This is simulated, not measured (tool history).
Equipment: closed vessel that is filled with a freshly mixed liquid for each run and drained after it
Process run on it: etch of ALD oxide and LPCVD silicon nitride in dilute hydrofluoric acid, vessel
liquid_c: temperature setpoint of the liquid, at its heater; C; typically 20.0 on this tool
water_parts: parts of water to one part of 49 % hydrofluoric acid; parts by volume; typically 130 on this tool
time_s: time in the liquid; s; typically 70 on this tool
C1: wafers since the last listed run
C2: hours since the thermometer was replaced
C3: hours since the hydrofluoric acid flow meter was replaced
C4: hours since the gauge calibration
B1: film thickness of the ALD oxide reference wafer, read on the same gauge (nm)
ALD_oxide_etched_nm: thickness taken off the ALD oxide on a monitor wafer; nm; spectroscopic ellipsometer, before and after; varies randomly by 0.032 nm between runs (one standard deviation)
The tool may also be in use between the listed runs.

Run 1, hour 0.0: usual settings; C1 0; C2 10.0; C3 161.2; C4 254.0; B1 129.993. Result: ALD_oxide_etched_nm 4.489 nm.
Run 2, hour 41.7: usual settings; C1 3740; C2 51.7; C3 202.9; C4 295.7; B1 129.958. Result: ALD_oxide_etched_nm 4.478 nm.
Run 3, hour 84.7: usual settings but liquid_c 23.5 C, time_s 95 s; C1 3856; C2 94.7; C3 245.9; C4 338.7; B1 129.972. Result: ALD_oxide_etched_nm 6.974 nm.
Run 4, hour 113.4: usual settings but liquid_c 23.5 C, time_s 95 s; C1 2574; C2 123.4; C3 274.6; C4 367.4; B1 129.993. Result: ALD_oxide_etched_nm 6.945 nm.
Run 5, hour 168.1: usual settings but liquid_c 23.5 C, time_s 95 s; C1 4906; C2 178.1; C3 329.3; C4 422.1; B1 130.018. Result: ALD_oxide_etched_nm 6.954 nm.
Run 6, hour 203.2: usual settings; C1 3148; C2 213.2; C3 364.4; C4 457.2; B1 129.999. Result: ALD_oxide_etched_nm 4.475 nm.
Run 7, hour 273.7: usual settings; C1 6323; C2 283.7; C3 434.9; C4 527.7; B1 129.987. Result: ALD_oxide_etched_nm 4.444 nm.
Run 8, hour 310.2: usual settings; C1 3273; C2 320.2; C3 471.4; C4 564.2; B1 129.973. Result: ALD_oxide_etched_nm 4.509 nm.
Run 9, hour 396.8: usual settings; C1 7767; C2 406.8; C3 558.0; C4 650.8; B1 129.985. Result: ALD_oxide_etched_nm 4.476 nm.
Run 10, hour 446.0: usual settings; C1 4413; C2 456.0; C3 607.2; C4 700.0; B1 130.015. Result: ALD_oxide_etched_nm 4.513 nm.
Run 11, hour 472.9: usual settings; C1 2412; C2 482.9; C3 634.1; C4 726.9; B1 130.012. Result: ALD_oxide_etched_nm 4.531 nm.
Run 12, hour 537.4: usual settings; C1 5785; C2 547.4; C3 698.6; C4 791.4; B1 129.998. Result: ALD_oxide_etched_nm 4.470 nm.
At hour 562.1: gauge calibrated.
Run 13, hour 588.5: usual settings but liquid_c 23.5 C, time_s 95 s; C1 4583; C2 598.5; C3 749.7; C4 26.4; B1 130.008. Result: ALD_oxide_etched_nm 7.057 nm.
Run 14, hour 620.3: usual settings but liquid_c 23.5 C, water_parts 190 parts by volume, time_s 90 s; C1 2852; C2 630.3; C3 781.5; C4 58.2; B1 130.003. Result: ALD_oxide_etched_nm 4.232 nm.
Run 15, hour 645.0: usual settings but water_parts 80 parts by volume; C1 2215; C2 655.0; C3 806.2; C4 82.9; B1 130.045. Result: ALD_oxide_etched_nm 7.810 nm.
Run 16, hour 672.8: usual settings but liquid_c 17.0 C, water_parts 170 parts by volume; C1 2493; C2 682.8; C3 834.0; C4 110.7; B1 129.976. Result: ALD_oxide_etched_nm 2.954 nm.
Run 17, hour 721.3: usual settings but liquid_c 17.0 C, water_parts 175 parts by volume; C1 4350; C2 731.3; C3 882.5; C4 159.2; B1 129.986. Result: ALD_oxide_etched_nm 2.858 nm.
Run 18, hour 763.3: usual settings but liquid_c 17.0 C, water_parts 95 parts by volume; C1 3767; C2 773.3; C3 924.5; C4 201.2; B1 130.005. Result: ALD_oxide_etched_nm 5.675 nm.
At hour 830.5: hydrofluoric acid flow meter replaced.
Run 19, hour 831.0: usual settings; C1 5982; C2 841.0; C3 0.5; C4 268.9; B1 130.012. Result: ALD_oxide_etched_nm 4.565 nm.
Run 20, hour 901.4: usual settings; C1 6314; C2 911.4; C3 70.9; C4 339.3; B1 129.999. Result: ALD_oxide_etched_nm 4.623 nm.
Run 21, hour 964.6: usual settings but time_s 50 s; C1 5668; C2 974.6; C3 134.1; C4 402.5; B1 130.022. Result: ALD_oxide_etched_nm 3.289 nm.
At hour 986.7: thermometer replaced.
Run 22, hour 1017.8: usual settings but liquid_c 22.5 C, water_parts 175 parts by volume, time_s 90 s; C1 4682; C2 31.1; C3 187.3; C4 455.7; B1 129.992. Result: ALD_oxide_etched_nm 4.511 nm.
Run 23, hour 1071.4: usual settings but liquid_c 25.0 C, water_parts 115 parts by volume; C1 4807; C2 84.7; C3 240.9; C4 509.3; B1 129.978. Result: ALD_oxide_etched_nm 6.266 nm.
Run 24, hour 1100.1: usual settings but liquid_c 17.0 C; C1 2574; C2 113.4; C3 269.6; C4 538.0; B1 130.010. Result: ALD_oxide_etched_nm 3.920 nm.
Run 25, hour 1172.1: usual settings but liquid_c 23.5 C, time_s 95 s; C1 6458; C2 185.4; C3 341.6; C4 610.0; B1 130.021. Result: ALD_oxide_etched_nm 7.010 nm.
Run 26, hour 1247.6: usual settings; C1 6772; C2 260.9; C3 417.1; C4 685.5; B1 129.952. Result: ALD_oxide_etched_nm 4.474 nm.
At hour 1293.9: gauge calibrated.
Run 27, hour 1295.3: usual settings but liquid_c 22.5 C; C1 4278; C2 308.6; C3 464.8; C4 1.4; B1 129.999. Result: ALD_oxide_etched_nm 4.880 nm.

For each run, what was the tool's unlogged condition?
hydrofluoric acid flow above the setpoint (%): 0 across all the runs
gauge reads high (%): 0 across all the runs
H1: liquid hotter than its thermometer reads (K)
run      H1
  1  0.0169
  2  0.0492
  3  0.0825
  4   0.105
  5   0.147
  6   0.174
  7   0.229
  8   0.257
  9   0.324
 10   0.362
 11   0.383
 12   0.433
 13   0.473
 14   0.498
 15   0.517
 16   0.538
 17   0.576
 18   0.608
 19   0.661
 20   0.715
 21   0.764
 22  0.0455
 23   0.087
 24   0.109
 25   0.165
 26   0.224
 27   0.261
